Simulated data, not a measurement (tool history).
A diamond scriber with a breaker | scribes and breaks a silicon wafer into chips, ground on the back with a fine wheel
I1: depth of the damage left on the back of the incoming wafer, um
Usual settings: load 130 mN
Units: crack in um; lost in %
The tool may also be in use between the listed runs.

run 1 hour=0.0 | load=130 | I1=2.16 | crack=14.86 lost=0.96
run 2 hour=97.4 | load=130 | I1=2.36 | crack=15.34 lost=1.07
run 3 hour=123.1 | load=130 | I1=1.52 | crack=14.77 lost=0.66
run 4 hour=144.6 | load=130 | I1=2.11 | crack=14.95 lost=0.87
run 5 hour=180.3 | load=130 | I1=2.96 | crack=14.72 lost=1.66
run 6 hour=202.4 | load=130 | I1=2.99 | crack=15.23 lost=1.46
-- hour=215.2 diamond tip replaced by a new one
run 7 hour=224.5 | load=130 | I1=2.35 | crack=15.62 lost=1.11
run 8 hour=249.9 | load=130 | I1=2.94 | crack=15.40 lost=1.71
run 9 hour=281.5 | load=141 | I1=2.86 | crack=17.16 lost=2.71
run 10 hour=295.9 | load=142 | I1=1.94 | crack=16.77 lost=2.28
-- hour=370.3 load on the tip recalibrated
run 11 hour=374.6 | load=160 | I1=2.98 | crack=17.22 lost=3.75
run 12 hour=386.7 | load=168 | I1=1.76 | crack=17.60 lost=4.73
run 13 hour=418.8 | load=142 | I1=2.26 | crack=16.19 lost=1.39
run 14 hour=438.9 | load=108 | I1=2.70 | crack=12.11 lost=4.01
run 15 hour=467.8 | load=117 | I1=1.89 | crack=13.59 lost=1.42
run 16 hour=501.3 | load=161 | I1=2.69 | crack=17.51 lost=4.01

3 ways to go on from here, each from the tool as it stands after run 16. What would each give?
run A hour=501.9 | load=153 | I1=2.28 | crack=? lost=?
run B hour=501.9 | load=110 | I1=2.28 | crack=? lost=?
run C hour=501.9 | load=146 | I1=2.28 | crack=? lost=?

run=A crack=16.61 lost=2.76
run=B crack=12.60 lost=2.82
run=C crack=15.99 lost=1.92
Without the tool's hidden state the same runs would have given:
run=A crack=16.42 lost=2.48
run=B crack=12.46 lost=3.13
run=C crack=15.81 lost=1.71

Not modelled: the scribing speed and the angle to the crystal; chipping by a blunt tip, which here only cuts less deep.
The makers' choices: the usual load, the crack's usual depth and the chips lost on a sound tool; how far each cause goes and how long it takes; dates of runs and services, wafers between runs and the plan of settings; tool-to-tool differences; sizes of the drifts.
